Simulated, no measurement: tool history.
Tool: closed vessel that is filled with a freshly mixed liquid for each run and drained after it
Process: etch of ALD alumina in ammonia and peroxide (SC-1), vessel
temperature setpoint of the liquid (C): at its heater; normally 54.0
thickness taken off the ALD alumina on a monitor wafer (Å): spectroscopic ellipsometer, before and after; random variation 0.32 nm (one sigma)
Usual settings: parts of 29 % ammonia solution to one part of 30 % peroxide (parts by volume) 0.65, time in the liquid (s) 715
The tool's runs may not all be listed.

run    hour  temperature setpoint of the liquid (C)  parts of 29 % ammonia solution to one part of 30 % peroxide (parts by volume)  time in the liquid (s)  read-back film thickness of the ALD alumina reference wafer, read on the same gauge (nm)  thickness taken off the ALD alumina on a monitor wafer (Å)
  1     0.0                                    46.5                                                                           0.65                     715                                                                                    120.01                                                       289.2
  2    59.6                                    54.0                                                                           0.65                     715                                                                                    120.00                                                       427.8
  3    97.1                                    54.0                                                                           0.65                     715                                                                                    119.98                                                       422.9
  4   165.9                                    54.0                                                                           0.65                     715                                                                                    120.00                                                       429.4
  5   236.4                                    47.5                                                                           0.45                     715                                                                                    120.01                                                       287.9
  6   296.5                                    54.0                                                                           0.65                     715                                                                                    119.97                                                       424.8
  7   370.9                                    54.0                                                                           0.65                     715                                                                                    120.00                                                       429.1
  8   419.4                                    54.0                                                                           0.65                     715                                                                                    120.02                                                       423.0
  9   514.0                                    54.0                                                                           0.65                     715                                                                                    120.01                                                       422.4
 10   601.5                                    54.0                                                                           0.65                     485                                                                                    120.02                                                       283.1
 11   675.9                                    54.0                                                                           0.65                     485                                                                                    120.00                                                       284.8
 12   718.8                                    61.0                                                                           0.55                     415                                                                                    120.00                                                       352.1
 13   822.8                                    45.0                                                                           0.75                     715                                                                                    120.01                                                       257.2
 14   900.3                                    59.5                                                                           0.40                     500                                                                                    120.01                                                       374.2
      945.9  -- ammonia flow meter replaced
 15   961.0                                    45.0                                                                           0.40                    1090                                                                                    120.01                                                       363.2
      964.6  -- thermometer replaced
 16  1000.7                                    54.0                                                                           0.90                     715                                                                                    120.01                                                       459.4
     1040.1  -- new drum of ammonia solution connected
 17  1050.7                                    54.0                                                                           0.65                     715                                                                                    120.03                                                       441.0
 18  1106.7                                    50.5                                                                           0.75                     915                                                                                    120.00                                                       463.9
 19  1179.4                                    46.5                                                                           0.65                     945                                                                                    120.00                                                       378.3
     1407.4  -- gauge calibrated
 20  1474.3                                    49.5                                                                           0.65                     970                                                                                    120.00                                                       464.0
 21  1532.5                                    54.0                                                                           0.40                     960                                                                                    119.98                                                       554.5
 22  1570.1                                    63.5                                                                           0.55                    1035                                                                                    120.02                                                       995.0
 23  1677.2                                    51.0                                                                           0.65                     715                                                                                    120.01                                                       368.4
 24  1772.7                                    46.5                                                                           0.65                     945                                                                                    120.01                                                       373.7
 25  1868.0                                    54.0                                                                           0.65                     715                                                                                    120.00                                                       428.5
 26  1929.8                                    54.0                                                                           0.75                     415                                                                                    120.01                                                       248.8
 27  2020.8                                    47.5                                                                           0.40                     715                                                                                    119.99                                                       284.0
     2246.0  -- new drum of ammonia solution connected
 28  2331.5                                    54.0                                                                           0.65                     715                                                                                    120.00                                                       421.7

Below are 5 alternative next runs, each starting from the tool's condition after run 28. Predict each:
  A  2332.3                                    54.0                                                                           0.65                     715                                                                                         ?                                                           ?
  B  2332.3                                    54.0                                                                           0.55                     380                                                                                         ?                                                           ?
  C  2332.3                                    45.5                                                                           0.65                    1005                                                                                         ?                                                           ?
  D  2332.3                                    58.5                                                                           0.65                     520                                                                                         ?                                                           ?
  E  2332.3                                    54.0                                                                           0.50                     715                                                                                         ?                                                           ?

run  read-back film thickness of the ALD alumina reference wafer, read on the same gauge (nm)  thickness taken off the ALD alumina on a monitor wafer (Å)
  A                                                                                    120.01                                                       419.5
  B                                                                                    120.01                                                       219.4
  C                                                                                    120.01                                                       368.0
  D                                                                                    120.01                                                       387.3
  E                                                                                    120.01                                                       409.2
Without the tool's hidden state the same runs would have given:
run  thickness taken off the ALD alumina on a monitor wafer (Å)
  A                                                       443.3
  B                                                       231.9
  C                                                       390.2
  D                                                       408.6
  E                                                       432.4
